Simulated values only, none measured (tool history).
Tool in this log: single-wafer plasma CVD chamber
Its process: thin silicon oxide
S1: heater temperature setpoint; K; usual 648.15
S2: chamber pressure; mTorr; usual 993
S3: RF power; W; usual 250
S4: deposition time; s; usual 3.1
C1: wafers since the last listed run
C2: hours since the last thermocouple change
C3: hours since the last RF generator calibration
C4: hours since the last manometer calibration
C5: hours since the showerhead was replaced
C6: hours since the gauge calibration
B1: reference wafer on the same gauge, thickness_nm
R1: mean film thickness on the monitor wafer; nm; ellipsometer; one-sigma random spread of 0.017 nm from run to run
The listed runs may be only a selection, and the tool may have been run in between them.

| run | day | S1 | S2 | S3 | S4 | C1 | C2 | C3 | C4 | C5 | C6 | B1 | R1 |
|---|---|---|---|---|---|---|---|---|---|---|---|---|---|
| 1 | 0 | 648.15 | 993 | 280 | 3.1 | 0 | 1197.9 | 1626.9 | 1313 | 6864.4 | 359 | 6.924 | 6.982 |
| 2 | 2.079 | 648.15 | 993 | 250 | 3.1 | 914 | 1247.8 | 1676.8 | 1362.9 | 6914.3 | 408.9 | 6.926 | 6.71 |
|  | 2.808 | thermocouple changed; heater temperature recalibrated |
| 3 | 3.992 | 648.15 | 993 | 250 | 3.1 | 694 | 28.4 | 1722.7 | 1408.8 | 6960.2 | 454.8 | 6.939 | 6.706 |
| 4 | 6.633 | 651.15 | 816 | 250 | 3.1 | 1161 | 91.8 | 1786.1 | 1472.2 | 7023.6 | 518.2 | 6.929 | 5.682 |
| 5 | 9.554 | 648.15 | 993 | 250 | 3.1 | 1284 | 161.9 | 1856.2 | 1542.3 | 7093.7 | 588.3 | 6.937 | 6.696 |
|  | 11.342 | RF generator calibrated |
| 6 | 11.542 | 648.15 | 993 | 250 | 3.26 | 727 | 209.6 | 4.8 | 1590 | 7141.4 | 636 | 6.936 | 7.156 |
| 7 | 14.112 | 648.15 | 993 | 250 | 3.1 | 1130 | 271.3 | 66.5 | 1651.7 | 7203.1 | 697.7 | 6.929 | 6.84 |
| 8 | 15.638 | 648.15 | 993 | 250 | 3.1 | 670 | 307.9 | 103.1 | 1688.3 | 7239.7 | 734.3 | 6.931 | 6.827 |
| 9 | 17.817 | 648.15 | 993 | 250 | 3.1 | 958 | 360.2 | 155.4 | 1740.6 | 7292 | 786.6 | 6.925 | 6.821 |
| 10 | 19.858 | 648.15 | 993 | 250 | 3.1 | 898 | 409.2 | 204.4 | 1789.6 | 7341 | 835.6 | 6.925 | 6.857 |
| 11 | 22.371 | 648.15 | 993 | 250 | 3.1 | 1105 | 469.5 | 264.7 | 1849.9 | 7401.3 | 895.9 | 6.937 | 6.826 |
| 12 | 24.554 | 648.15 | 993 | 270 | 3.1 | 960 | 521.9 | 317.1 | 1902.3 | 7453.7 | 948.3 | 6.927 | 7.036 |
| 13 | 26.221 | 638.15 | 993 | 270 | 3.1 | 733 | 561.9 | 357.1 | 1942.3 | 7493.7 | 988.3 | 6.926 | 7.044 |
| 14 | 28.229 | 648.15 | 790 | 250 | 3.1 | 883 | 610.1 | 405.3 | 1990.5 | 7541.9 | 1036.5 | 6.927 | 5.631 |
| 15 | 29.379 | 648.15 | 993 | 235 | 3.1 | 505 | 637.7 | 432.9 | 2018.1 | 7569.5 | 1064.1 | 6.932 | 6.665 |
|  | 30.688 | showerhead replaced |
| 16 | 31.158 | 648.15 | 1174 | 230 | 3.1 | 635 | 680.4 | 475.6 | 2060.8 | 11.3 | 1106.8 | 6.919 | 7.402 |
|  | 31.796 | gauge calibrated |
|  | 32.242 | capacitance manometer re-zeroed and calibrated |
| 17 | 33.238 | 648.15 | 1173 | 220 | 3.38 | 767 | 730.3 | 525.5 | 23.9 | 61.2 | 34.6 | 6.93 | 7.788 |
| 18 | 35.967 | 648.15 | 1166 | 280 | 3.37 | 1200 | 795.8 | 591 | 89.4 | 126.7 | 100.1 | 6.935 | 8.412 |
| 19 | 36.992 | 648.15 | 993 | 250 | 3.1 | 450 | 820.4 | 615.6 | 114 | 151.3 | 124.7 | 6.932 | 6.708 |
| 20 | 39.525 | 648.15 | 993 | 250 | 3.1 | 1114 | 881.2 | 676.4 | 174.8 | 212.1 | 185.5 | 6.928 | 6.702 |
| 21 | 40.938 | 637.15 | 993 | 210 | 2.94 | 621 | 915.1 | 710.3 | 208.7 | 246 | 219.4 | 6.93 | 6.031 |
| 22 | 42.704 | 654.15 | 993 | 250 | 3.51 | 777 | 957.5 | 752.7 | 251.1 | 288.4 | 261.8 | 6.935 | 7.551 |
|  | 43.854 | thermocouple changed; heater temperature recalibrated |
| 23 | 44.538 | 653.15 | 845 | 215 | 3.68 | 659 | 16.4 | 796.7 | 295.1 | 332.4 | 305.8 | 6.931 | 6.583 |
| 24 | 47.358 | 648.15 | 788 | 225 | 3.1 | 1240 | 84.1 | 864.4 | 362.8 | 400.1 | 373.5 | 6.936 | 5.268 |
| 25 | 48.758 | 648.15 | 993 | 250 | 3.1 | 615 | 117.7 | 898 | 396.4 | 433.7 | 407.1 | 6.931 | 6.707 |
| 26 | 50.138 | 648.15 | 1094 | 250 | 3.1 | 606 | 150.8 | 931.1 | 429.5 | 466.8 | 440.2 | 6.93 | 7.145 |
| 27 | 52.904 | 648.15 | 993 | 250 | 3.1 | 1216 | 217.2 | 997.5 | 495.9 | 533.2 | 506.6 | 6.935 | 6.704 |
| 28 | 55.404 | 648.15 | 772 | 250 | 3.1 | 1099 | 277.2 | 1057.5 | 555.9 | 593.2 | 566.6 | 6.934 | 5.373 |
| 29 | 56.717 | 648.15 | 993 | 250 | 3.1 | 577 | 308.7 | 1089 | 587.4 | 624.7 | 598.1 | 6.935 | 6.687 |
| 30 | 58.521 | 648.15 | 1188 | 250 | 3.1 | 793 | 352 | 1132.3 | 630.7 | 668 | 641.4 | 6.926 | 7.54 |

Here are 3 independent what-if runs from the current tool condition. What would each one return?
| A | 58.538 | 648.15 | 993 | 250 | 3.1 | 7 | 352.4 | 1132.7 | 631.1 | 668.4 | 641.8 | ? | ? |
| B | 58.538 | 648.15 | 993 | 210 | 3.49 | 7 | 352.4 | 1132.7 | 631.1 | 668.4 | 641.8 | ? | ? |
| C | 58.538 | 648.15 | 848 | 280 | 3.1 | 7 | 352.4 | 1132.7 | 631.1 | 668.4 | 641.8 | ? | ? |

| run | B1 | R1 |
|---|---|---|
| A | 6.929 | 6.698 |
| B | 6.929 | 7.089 |
| C | 6.929 | 6.105 |
Had the tool no hidden state, the same runs would have come out as:
| run | R1 |
|---|---|
| A | 6.728 |
| B | 7.121 |
| C | 6.118 |
